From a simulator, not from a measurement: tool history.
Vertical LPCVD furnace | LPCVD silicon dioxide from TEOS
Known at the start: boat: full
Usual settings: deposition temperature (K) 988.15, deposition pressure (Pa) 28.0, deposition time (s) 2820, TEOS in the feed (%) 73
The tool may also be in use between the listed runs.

run	hour	deposition temperature (K)	deposition pressure (Pa)	deposition time (s)	TEOS in the feed (%)	wafers since the last listed run	hours since the last temperature calibration	hours since the pressure gauge was zeroed	hours since the TEOS flow controller was replaced	hours since the gauge calibration	read-back reference wafer on the same gauge, thickness	film thickness on the monitor wafer in the middle of the boat (Å)
1	0.0	988.15	24.0	2820	73	0	2332.4	1351.2	4826.6	138.7	372.06	4488.7
2	8.2	988.15	28.0	2820	73	84	2340.6	1359.4	4834.8	146.9	372.29	4860.7
# hour 12.7: gauge calibrated
3	21.5	988.15	28.0	2820	73	136	2353.9	1372.7	4848.1	8.8	372.17	4859.7
4	36.7	988.15	28.0	2820	73	155	2369.1	1387.9	4863.3	24.0	371.97	4845.9
5	52.3	988.15	24.7	2820	73	160	2384.7	1403.5	4878.9	39.6	371.90	4569.0
# hour 112.1: thermocouples replaced and temperature profile calibrated
# hour 132.4: TEOS flow controller replaced
6	132.9	988.15	24.7	2820	73	373	20.8	1484.1	0.5	120.2	371.94	4220.2
7	137.8	988.15	28.0	2820	73	50	25.7	1489.0	5.4	125.1	372.24	4502.2
8	142.7	988.15	26.0	2100	67	50	30.6	1493.9	10.3	130.0	372.04	3086.2
9	147.6	980.15	28.0	2820	73	50	35.5	1498.8	15.2	134.9	372.03	3747.7
# hour 171.9: gauge calibrated
# hour 180.9: pressure gauge zeroed
10	181.4	988.15	28.0	2820	73	100	69.3	0.5	49.0	9.5	372.10	4493.4
11	186.3	988.15	28.0	3240	69	50	74.2	5.4	53.9	14.4	371.89	5022.1
12	191.2	988.15	28.0	2820	73	50	79.1	10.3	58.8	19.3	371.76	4517.9
13	199.7	982.15	28.0	2820	67	87	87.6	18.8	67.3	27.8	371.82	3766.4
14	213.9	988.15	34.7	3720	73	145	101.8	33.0	81.5	42.0	372.00	6615.9
15	233.0	988.15	28.0	2820	77	195	120.9	52.1	100.6	61.1	371.99	4638.9

Some steps in film thickness on the monitor wafer in the middle of the boat (Å) between neighbouring runs. How much of each would the tool show without its hidden state too (settings, what came in, random variation), and how much is left for the hidden state, with any gauge scatter that isn't in both results?
The hidden state here: true tube temperature minus thermocouple reading, K; true pressure minus gauge reading, mTorr; deviation of the TEOS flow from its setpoint, %; gauge reads high (%).
Run 5 -> 6: thermocouples replaced and temperature profile calibrated, TEOS flow controller replaced. film thickness on the monitor wafer in the middle of the boat (Å) -348.8: hidden state -343.6, all else -5.2.
Run 13 -> 14: deposition temperature (K) 982.15 -> 988.15, deposition pressure (Pa) 28.0 -> 34.7, deposition time (s) 2820 -> 3720, TEOS in the feed (%) 67 -> 73. film thickness on the monitor wafer in the middle of the boat (Å) +2849.5: hidden state +51.5, all else +2798.0.

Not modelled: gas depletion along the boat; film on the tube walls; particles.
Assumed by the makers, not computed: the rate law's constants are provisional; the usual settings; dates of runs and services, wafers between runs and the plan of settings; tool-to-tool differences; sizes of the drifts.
